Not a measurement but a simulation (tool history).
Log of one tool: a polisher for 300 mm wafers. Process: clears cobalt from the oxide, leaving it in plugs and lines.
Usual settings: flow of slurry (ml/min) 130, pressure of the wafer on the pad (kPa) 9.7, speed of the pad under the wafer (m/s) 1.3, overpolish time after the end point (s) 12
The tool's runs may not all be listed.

| run | hour | flow of slurry (ml/min) | pressure of the wafer on the pad (kPa) | speed of the pad under the wafer (m/s) | overpolish time after the end point (s) | incoming thickness of the incoming film, nm | time until the end point was called (s) | dishing of a wide line in a test structure (angstrom) |
|---|---|---|---|---|---|---|---|---|
| 1 | 0 | 130 | 11.7 | 1.3 | 12 | 239.1 | 45.6 | 245 |
| 2 | 7.3 | 130 | 11.7 | 1.3 | 12 | 241.6 | 46.8 | 247 |
| 3 | 24 | 130 | 9.7 | 1.3 | 12 | 242.1 | 58.1 | 240 |
| 4 | 38.2 | 130 | 9.7 | 1.3 | 12 | 237.5 | 58.4 | 234 |
| 5 | 48.9 | 130 | 9.7 | 1.3 | 12 | 241.5 | 59.5 | 230 |
| 6 | 65.9 | 130 | 9.7 | 1.3 | 12 | 237.2 | 59.4 | 232 |
|  | 70 | worn pad replaced by a new one |
| 7 | 79.3 | 130 | 9.7 | 1.3 | 12 | 243.3 | 55.7 | 248 |
| 8 | 89 | 130 | 9.7 | 1.3 | 12 | 244.7 | 54.9 | 242 |
| 9 | 103 | 130 | 9.7 | 1.3 | 12 | 236.9 | 54.1 | 236 |
| 10 | 120.1 | 130 | 9.7 | 1.3 | 12 | 239.5 | 55.1 | 235 |
| 11 | 135 | 130 | 11.7 | 1.5 | 12 | 240.6 | 41.2 | 251 |
| 12 | 144.8 | 160 | 10.3 | 1.3 | 12 | 240 | 50.5 | 239 |
| 13 | 155 | 175 | 9 | 1.46 | 18 | 240.6 | 52.6 | 258 |
| 14 | 169.8 | 115 | 7.6 | 1.44 | 17 | 237.1 | 67.7 | 237 |
| 15 | 184.8 | 130 | 8.3 | 1.3 | 17 | 239.1 | 68.5 | 245 |
| 16 | 191.3 | 110 | 6.9 | 1.3 | 12 | 241.7 | 86 | 203 |
|  | 192.7 | slurry nozzle cleaned |
| 17 | 205.7 | 145 | 9.7 | 1.3 | 6 | 236.6 | 58.3 | 167 |
|  | 208.9 | head pressure recalibrated |
|  | 216.5 | worn pad replaced by a new one |
| 18 | 223.1 | 105 | 7.6 | 1.5 | 12 | 238.5 | 64.8 | 225 |

Run 19 comes next. What will it give?
| 19 | 233.3 | 130 | 8.3 | 1.3 | 9 | 236.6 | ? | ? |

{"run 19": {"time until the end point was called (s)": 63, "dishing of a wide line in a test structure (angstrom)": 203}}
Without the tool's hidden state the same run would have given time until the end point was called (s) 62.7, dishing of a wide line in a test structure (angstrom) 204.
